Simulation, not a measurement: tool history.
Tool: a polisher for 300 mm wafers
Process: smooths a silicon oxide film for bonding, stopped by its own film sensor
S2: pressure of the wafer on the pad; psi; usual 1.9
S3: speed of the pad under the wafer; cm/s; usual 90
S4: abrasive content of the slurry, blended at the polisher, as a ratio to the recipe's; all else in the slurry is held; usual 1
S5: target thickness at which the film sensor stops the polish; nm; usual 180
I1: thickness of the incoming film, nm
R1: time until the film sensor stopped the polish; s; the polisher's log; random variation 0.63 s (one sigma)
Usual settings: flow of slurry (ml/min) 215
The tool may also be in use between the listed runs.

run 1 hour=0 | flow_of_slurry_(ml/min)=185 S2=1.9 S3=104 S4=1 S5=180 | I1=209.8 | R1=42.2
run 2 hour=7.2 | flow_of_slurry_(ml/min)=265 S2=1.9 S3=90 S4=1 S5=180 | I1=211.8 | R1=48.4
run 3 hour=21.6 | flow_of_slurry_(ml/min)=215 S2=1.9 S3=90 S4=1 S5=180 | I1=208.2 | R1=44.2
run 4 hour=36.9 | flow_of_slurry_(ml/min)=215 S2=1.9 S3=90 S4=1 S5=180 | I1=208.1 | R1=44.2
run 5 hour=54.3 | flow_of_slurry_(ml/min)=215 S2=1.9 S3=90 S4=1 S5=180 | I1=214.1 | R1=53.9
run 6 hour=66.1 | flow_of_slurry_(ml/min)=215 S2=1.9 S3=90 S4=1 S5=180 | I1=211.7 | R1=49.1
run 7 hour=76 | flow_of_slurry_(ml/min)=215 S2=1.9 S3=90 S4=1 S5=180 | I1=211.8 | R1=50.2
-- hour=85.3 worn pad replaced by a new one
run 8 hour=85.8 | flow_of_slurry_(ml/min)=215 S2=1.6 S3=90 S4=1 S5=180 | I1=208.3 | R1=57.5
run 9 hour=97.5 | flow_of_slurry_(ml/min)=215 S2=1.6 S3=90 S4=1 S5=180 | I1=206.9 | R1=55.9
run 10 hour=114 | flow_of_slurry_(ml/min)=215 S2=1.9 S3=90 S4=1 S5=180 | I1=210.2 | R1=52.3
run 11 hour=122.1 | flow_of_slurry_(ml/min)=215 S2=1.9 S3=90 S4=1 S5=180 | I1=211.7 | R1=56.6
-- hour=124.1 slurry blender recalibrated
run 12 hour=129.9 | flow_of_slurry_(ml/min)=215 S2=1.9 S3=90 S4=0.8 S5=189 | I1=209.1 | R1=41.7
run 13 hour=139.9 | flow_of_slurry_(ml/min)=215 S2=1.9 S3=90 S4=1 S5=180 | I1=209.3 | R1=50.9
-- hour=145.4 worn pad replaced by a new one, repeated, since the last time left the tool worse
-- hour=149.7 slurry nozzle cleaned
run 14 hour=156.5 | flow_of_slurry_(ml/min)=160 S2=1.9 S3=72 S4=1 S5=180 | I1=212.2 | R1=61.7
run 15 hour=173.4 | flow_of_slurry_(ml/min)=170 S2=1.9 S3=112 S4=0.8 S5=171 | I1=212.7 | R1=64.7
-- hour=186.1 head pressure recalibrated
run 16 hour=191.3 | flow_of_slurry_(ml/min)=255 S2=1.9 S3=90 S4=0.85 S5=180 | I1=209.6 | R1=51.5
run 17 hour=205.9 | flow_of_slurry_(ml/min)=270 S2=2.3 S3=112 S4=0.9 S5=180 | I1=211.8 | R1=36.1

Forecast run 18:
run 18 hour=215.8 | flow_of_slurry_(ml/min)=215 S2=1.9 S3=108 S4=1 S5=180 | I1=206.5 | R1=?

{"run 18": {"R1": 36.1}}
Without the tool's hidden state the same run would have given R1 34.1 s.

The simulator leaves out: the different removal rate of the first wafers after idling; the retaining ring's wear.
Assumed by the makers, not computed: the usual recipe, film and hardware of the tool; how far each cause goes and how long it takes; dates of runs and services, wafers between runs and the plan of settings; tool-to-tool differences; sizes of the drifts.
